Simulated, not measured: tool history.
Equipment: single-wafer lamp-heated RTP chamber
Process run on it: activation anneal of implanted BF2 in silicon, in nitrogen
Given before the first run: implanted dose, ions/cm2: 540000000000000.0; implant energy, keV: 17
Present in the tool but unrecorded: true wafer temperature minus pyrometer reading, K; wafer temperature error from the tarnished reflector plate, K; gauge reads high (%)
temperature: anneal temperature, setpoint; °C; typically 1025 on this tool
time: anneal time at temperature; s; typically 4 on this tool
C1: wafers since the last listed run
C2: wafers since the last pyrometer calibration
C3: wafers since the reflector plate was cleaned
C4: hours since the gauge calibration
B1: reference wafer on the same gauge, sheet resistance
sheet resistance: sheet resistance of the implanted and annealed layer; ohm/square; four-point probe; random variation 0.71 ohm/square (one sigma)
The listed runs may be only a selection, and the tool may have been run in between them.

{"run": 1, "hour": 0.0, "temperature": 1025, "time": 4, "C1": 0, "C2": 3830, "C3": 8437, "C4": 13.9, "B1": 250.1, "sheet resistance": 291.69}
{"run": 2, "hour": 14.3, "temperature": 1025, "time": 4, "C1": 122, "C2": 3953, "C3": 8559, "C4": 28.2, "B1": 250.13, "sheet resistance": 292.26}
{"run": 3, "hour": 31.0, "temperature": 1025, "time": 4, "C1": 142, "C2": 4096, "C3": 8702, "C4": 44.9, "B1": 250.01, "sheet resistance": 291.08}
{"run": 4, "hour": 41.8, "temperature": 1025, "time": 3, "C1": 92, "C2": 4188, "C3": 8795, "C4": 55.7, "B1": 249.92, "sheet resistance": 294.22}
{"run": 5, "hour": 57.3, "temperature": 1025, "time": 3, "C1": 132, "C2": 4321, "C3": 8927, "C4": 71.2, "B1": 250.19, "sheet resistance": 293.64}
{"run": 6, "hour": 65.4, "temperature": 1025, "time": 4, "C1": 69, "C2": 4390, "C3": 8997, "C4": 79.3, "B1": 249.91, "sheet resistance": 290.6}
{"run": 7, "hour": 80.8, "temperature": 1025, "time": 4, "C1": 131, "C2": 4522, "C3": 9129, "C4": 94.7, "B1": 250.01, "sheet resistance": 289.56}
{"hour": 89.2, "done": "pyrometer window cleaned and pyrometer calibrated"}
{"run": 8, "hour": 89.7, "temperature": 1025, "time": 6, "C1": 7, "C2": 4, "C3": 9136, "C4": 103.6, "B1": 250.3, "sheet resistance": 292.78}
{"run": 9, "hour": 100.1, "temperature": 1035, "time": 3, "C1": 89, "C2": 93, "C3": 9225, "C4": 114.0, "B1": 250.23, "sheet resistance": 294.43}
{"run": 10, "hour": 117.6, "temperature": 1048, "time": 3, "C1": 149, "C2": 243, "C3": 9375, "C4": 131.5, "B1": 250.01, "sheet resistance": 286.49}
{"hour": 163.9, "done": "gauge calibrated"}
{"run": 11, "hour": 165.7, "temperature": 1048, "time": 4, "C1": 411, "C2": 654, "C3": 9787, "C4": 1.8, "B1": 249.95, "sheet resistance": 283.36}
{"run": 12, "hour": 172.2, "temperature": 1025, "time": 4, "C1": 55, "C2": 710, "C3": 9843, "C4": 8.3, "B1": 249.71, "sheet resistance": 297.91}
{"hour": 182.1, "done": "reflector plate cleaned"}
{"run": 13, "hour": 188.1, "temperature": 1025, "time": 5, "C1": 67, "C2": 778, "C3": 51, "C4": 24.2, "B1": 249.91, "sheet resistance": 294.6}
{"run": 14, "hour": 202.9, "temperature": 1000, "time": 3, "C1": 126, "C2": 904, "C3": 177, "C4": 39.0, "B1": 249.88, "sheet resistance": 322.82}
{"run": 15, "hour": 223.1, "temperature": 1051, "time": 4, "C1": 172, "C2": 1077, "C3": 350, "C4": 59.2, "B1": 249.8, "sheet resistance": 280.73}
{"run": 16, "hour": 233.0, "temperature": 1009, "time": 4, "C1": 84, "C2": 1162, "C3": 435, "C4": 69.1, "B1": 250.16, "sheet resistance": 310.48}

For each run, what was the tool's unlogged condition?
wafer temperature error from the tarnished reflector plate, K: 0 in every run
gauge reads high (%): 0 in every run
H1: true wafer temperature minus pyrometer reading, K
run=1 H1=9.51
run=2 H1=10
run=3 H1=10.7
run=4 H1=11.1
run=5 H1=11.7
run=6 H1=12
run=7 H1=12.7
run=8 H1=1.09
run=9 H1=1.09
run=10 H1=1.12
run=11 H1=1.32
run=12 H1=1.36
run=13 H1=1.48
run=14 H1=1.61
run=15 H1=1.81
run=16 H1=1.92
